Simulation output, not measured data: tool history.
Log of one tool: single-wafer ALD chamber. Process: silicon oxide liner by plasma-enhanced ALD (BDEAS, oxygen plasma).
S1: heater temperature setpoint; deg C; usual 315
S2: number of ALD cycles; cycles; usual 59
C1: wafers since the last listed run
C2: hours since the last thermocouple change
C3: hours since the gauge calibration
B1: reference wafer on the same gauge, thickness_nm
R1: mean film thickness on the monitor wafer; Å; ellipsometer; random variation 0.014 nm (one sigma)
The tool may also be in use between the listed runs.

{"run": 1, "hour": 0.0, "S1": 315, "S2": 59, "C1": 0, "C2": 454.3, "C3": 267.8, "B1": 6.489, "R1": 57.85}
{"run": 2, "hour": 17.3, "S1": 315, "S2": 55, "C1": 125, "C2": 471.6, "C3": 285.1, "B1": 6.491, "R1": 54.17}
{"run": 3, "hour": 43.1, "S1": 315, "S2": 55, "C1": 187, "C2": 497.4, "C3": 310.9, "B1": 6.501, "R1": 53.93}
{"run": 4, "hour": 57.8, "S1": 315, "S2": 55, "C1": 106, "C2": 512.1, "C3": 325.6, "B1": 6.507, "R1": 54.08}
{"run": 5, "hour": 69.2, "S1": 315, "S2": 68, "C1": 82, "C2": 523.5, "C3": 337.0, "B1": 6.506, "R1": 66.91}
{"run": 6, "hour": 81.6, "S1": 315, "S2": 59, "C1": 90, "C2": 535.9, "C3": 349.4, "B1": 6.507, "R1": 58.03}
{"run": 7, "hour": 92.0, "S1": 315, "S2": 59, "C1": 75, "C2": 546.3, "C3": 359.8, "B1": 6.511, "R1": 58.48}
{"run": 8, "hour": 101.8, "S1": 315, "S2": 59, "C1": 71, "C2": 556.1, "C3": 369.6, "B1": 6.508, "R1": 58.17}
{"run": 9, "hour": 111.7, "S1": 315, "S2": 59, "C1": 71, "C2": 566.0, "C3": 379.5, "B1": 6.514, "R1": 58.43}
{"run": 10, "hour": 126.6, "S1": 315, "S2": 59, "C1": 108, "C2": 580.9, "C3": 394.4, "B1": 6.513, "R1": 58.36}
{"run": 11, "hour": 142.0, "S1": 315, "S2": 59, "C1": 111, "C2": 596.3, "C3": 409.8, "B1": 6.513, "R1": 58.53}
{"run": 12, "hour": 156.0, "S1": 315, "S2": 59, "C1": 101, "C2": 610.3, "C3": 423.8, "B1": 6.519, "R1": 58.26}
{"run": 13, "hour": 173.3, "S1": 315, "S2": 59, "C1": 125, "C2": 627.6, "C3": 441.1, "B1": 6.527, "R1": 57.98}
{"run": 14, "hour": 184.7, "S1": 315, "S2": 59, "C1": 82, "C2": 639.0, "C3": 452.5, "B1": 6.524, "R1": 58.18}
{"run": 15, "hour": 195.8, "S1": 315, "S2": 59, "C1": 80, "C2": 650.1, "C3": 463.6, "B1": 6.523, "R1": 58.32}
{"run": 16, "hour": 208.9, "S1": 315, "S2": 56, "C1": 95, "C2": 663.2, "C3": 476.7, "B1": 6.524, "R1": 55.39}
{"run": 17, "hour": 233.2, "S1": 315, "S2": 56, "C1": 176, "C2": 687.5, "C3": 501.0, "B1": 6.528, "R1": 55.21}
{"run": 18, "hour": 239.8, "S1": 315, "S2": 56, "C1": 47, "C2": 694.1, "C3": 507.6, "B1": 6.525, "R1": 55.31}
{"run": 19, "hour": 252.0, "S1": 315, "S2": 59, "C1": 88, "C2": 706.3, "C3": 519.8, "B1": 6.524, "R1": 58.23}
{"run": 20, "hour": 260.2, "S1": 315, "S2": 59, "C1": 59, "C2": 714.5, "C3": 528.0, "B1": 6.526, "R1": 58.15}
{"run": 21, "hour": 274.7, "S1": 308, "S2": 59, "C1": 105, "C2": 729.0, "C3": 542.5, "B1": 6.532, "R1": 58.92}
{"run": 22, "hour": 286.3, "S1": 308, "S2": 59, "C1": 84, "C2": 740.6, "C3": 554.1, "B1": 6.533, "R1": 58.91}
{"run": 23, "hour": 303.9, "S1": 302, "S2": 59, "C1": 127, "C2": 758.2, "C3": 571.7, "B1": 6.536, "R1": 59.33}
{"run": 24, "hour": 321.8, "S1": 308, "S2": 64, "C1": 130, "C2": 776.1, "C3": 589.6, "B1": 6.527, "R1": 63.71}
{"run": 25, "hour": 329.8, "S1": 308, "S2": 65, "C1": 58, "C2": 784.1, "C3": 597.6, "B1": 6.537, "R1": 65.01}
{"run": 26, "hour": 338.7, "S1": 315, "S2": 59, "C1": 64, "C2": 793.0, "C3": 606.5, "B1": 6.531, "R1": 58.52}
{"run": 27, "hour": 354.8, "S1": 315, "S2": 59, "C1": 117, "C2": 809.1, "C3": 622.6, "B1": 6.533, "R1": 58.31}
{"run": 28, "hour": 372.0, "S1": 303, "S2": 70, "C1": 125, "C2": 826.3, "C3": 639.8, "B1": 6.535, "R1": 70.26}
{"run": 29, "hour": 385.1, "S1": 315, "S2": 59, "C1": 95, "C2": 839.4, "C3": 652.9, "B1": 6.534, "R1": 58.19}
{"run": 30, "hour": 395.2, "S1": 302, "S2": 59, "C1": 73, "C2": 849.5, "C3": 663.0, "B1": 6.54, "R1": 59.43}
{"hour": 407.5, "done": "thermocouple changed; heater temperature recalibrated"}
{"run": 31, "hour": 408.0, "S1": 315, "S2": 59, "C1": 34, "C2": 0.5, "C3": 675.8, "B1": 6.532, "R1": 58.13}
{"run": 32, "hour": 417.9, "S1": 326, "S2": 59, "C1": 71, "C2": 10.4, "C3": 685.7, "B1": 6.533, "R1": 57.49}
{"run": 33, "hour": 433.0, "S1": 315, "S2": 69, "C1": 109, "C2": 25.5, "C3": 700.8, "B1": 6.538, "R1": 68.28}
{"hour": 439.6, "done": "gauge calibrated"}
{"run": 34, "hour": 450.1, "S1": 306, "S2": 59, "C1": 124, "C2": 42.6, "C3": 10.5, "B1": 6.343, "R1": 57.31}
{"run": 35, "hour": 461.9, "S1": 323, "S2": 67, "C1": 85, "C2": 54.4, "C3": 22.3, "B1": 6.348, "R1": 63.7}
{"run": 36, "hour": 474.4, "S1": 315, "S2": 59, "C1": 90, "C2": 66.9, "C3": 34.8, "B1": 6.359, "R1": 56.95}
{"run": 37, "hour": 486.0, "S1": 328, "S2": 59, "C1": 84, "C2": 78.5, "C3": 46.4, "B1": 6.366, "R1": 55.61}
{"run": 38, "hour": 498.1, "S1": 315, "S2": 59, "C1": 87, "C2": 90.6, "C3": 58.5, "B1": 6.376, "R1": 56.89}
{"run": 39, "hour": 504.2, "S1": 315, "S2": 59, "C1": 44, "C2": 96.7, "C3": 64.6, "B1": 6.381, "R1": 57.09}
{"run": 40, "hour": 518.2, "S1": 315, "S2": 48, "C1": 101, "C2": 110.7, "C3": 78.6, "B1": 6.381, "R1": 46.36}
{"run": 41, "hour": 525.9, "S1": 315, "S2": 59, "C1": 55, "C2": 118.4, "C3": 86.3, "B1": 6.397, "R1": 57.17}
{"run": 42, "hour": 542.7, "S1": 311, "S2": 67, "C1": 122, "C2": 135.2, "C3": 103.1, "B1": 6.398, "R1": 65.46}
{"run": 43, "hour": 556.3, "S1": 315, "S2": 59, "C1": 98, "C2": 148.8, "C3": 116.7, "B1": 6.411, "R1": 57.25}
{"run": 44, "hour": 569.6, "S1": 321, "S2": 65, "C1": 96, "C2": 162.1, "C3": 130.0, "B1": 6.415, "R1": 62.69}
{"run": 45, "hour": 615.7, "S1": 325, "S2": 66, "C1": 335, "C2": 208.2, "C3": 176.1, "B1": 6.439, "R1": 63.41}
{"run": 46, "hour": 622.3, "S1": 323, "S2": 68, "C1": 47, "C2": 214.8, "C3": 182.7, "B1": 6.433, "R1": 65.75}

Forecast each of these 5 alternatives for the next run:
{"run": "A", "hour": 622.8, "S1": 307, "S2": 59, "C1": 3, "C2": 215.3, "C3": 183.2, "B1": "?", "R1": "?"}
{"run": "B", "hour": 622.8, "S1": 305, "S2": 56, "C1": 3, "C2": 215.3, "C3": 183.2, "B1": "?", "R1": "?"}
{"run": "C", "hour": 622.8, "S1": 329, "S2": 67, "C1": 3, "C2": 215.3, "C3": 183.2, "B1": "?", "R1": "?"}
{"run": "D", "hour": 622.8, "S1": 319, "S2": 59, "C1": 3, "C2": 215.3, "C3": 183.2, "B1": "?", "R1": "?"}
{"run": "E", "hour": 622.8, "S1": 315, "S2": 64, "C1": 3, "C2": 215.3, "C3": 183.2, "B1": "?", "R1": "?"}

run=A B1=6.435 R1=58.02
run=B B1=6.435 R1=55.21
run=C B1=6.435 R1=64.08
run=D B1=6.435 R1=57.15
run=E B1=6.435 R1=62.31
Without the tool's hidden state the same runs would have given:
run=A R1=57.16
run=B R1=54.39
run=C R1=63.13
run=D R1=56.31
run=E R1=61.39
